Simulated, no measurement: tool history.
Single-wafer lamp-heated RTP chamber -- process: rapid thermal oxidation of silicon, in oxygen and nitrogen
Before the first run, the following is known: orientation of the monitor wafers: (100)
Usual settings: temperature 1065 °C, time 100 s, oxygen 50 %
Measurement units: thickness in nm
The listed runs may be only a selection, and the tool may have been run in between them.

run    hour  temperature  time  oxygen  read-back reference wafer on the same gauge, thickness  thickness
  1     0.0         1065   131      50                                                   9.014      9.715
  2    67.7         1065   131      50                                                   9.028      9.750
  3   125.0         1048   100      50                                                   9.011      7.707
  4   161.3         1065   100      50                                                   9.009      8.631
  5   270.0         1065   100      50                                                   9.017      8.727
  6   335.5         1065   100      50                                                   9.027      8.801
  7   393.3         1065   100      50                                                   9.017      8.832
      405.2  -- pyrometer window cleaned and pyrometer calibrated
  8   455.2         1043   100      42                                                   9.034      7.489
  9   485.9         1043   100      42                                                   9.027      7.440
 10   529.6         1043   100      42                                                   9.019      7.466
 11   571.1         1065   100      50                                                   9.015      9.240
 12   616.2         1065   100      50                                                   9.033      9.188
 13   671.6         1065   100      50                                                   9.010      9.218
      686.9  -- gauge calibrated
      725.5  -- pyrometer window cleaned and pyrometer calibrated, repeated, since the last time left the tool worse
 14   731.0         1065   100      50                                                   9.019      8.431
 15   784.7         1076   100      50                                                   9.023      9.106
 16   815.1         1087   123      63                                                   9.017     11.765
 17   868.1         1065   100      50                                                   9.014      8.472
 18   895.6         1088   113      64                                                   9.017     11.459
      918.1  -- oxygen flow controller replaced
 19   934.4         1065   100      41                                                   9.016      7.907
 20   960.7         1065   100      32                                                   9.027      7.228
 21   985.8         1040   100      77                                                   9.010      8.430
 22  1034.8         1065   100      50                                                   9.015      8.449
 23  1094.0         1065   100      50                                                   9.020      8.595
 24  1159.5         1083   100      27                                                   9.008      7.701
 25  1193.2         1065   141      21                                                   9.015      7.318
 26  1225.8         1065   100      50                                                   9.014      8.647
 27  1296.5         1065   100      50                                                   9.021      8.768
 28  1359.1         1080   122      50                                                   9.013     10.533
 29  1394.7         1081   100      38                                                   9.026      8.739
 30  1418.9         1057   100      79                                                   9.018      9.795
 31  1461.4         1046   126      30                                                   9.025      7.211
 32  1488.6         1065   100      50                                                   9.020      8.767
 33  1546.9         1065   128      62                                                   9.023     10.771
     1555.2  -- pyrometer window cleaned and pyrometer calibrated
 34  1592.3         1075    71      50                                                   9.012      7.742
 35  1646.8         1055    53      50                                                   9.013      5.989
 36  1675.1         1065   117      61                                                   9.016      9.763

Run 37, settings as shown, results not yet in. Your forecast:
 37  1734.5         1042   100      27                                                       ?          ?

Run 37 came out at read-back reference wafer on the same gauge, thickness 9.021, thickness 5.771 nm.
Were there no unlogged condition in the tool, this run, its random variation unchanged, would have produced thickness 5.756 nm.
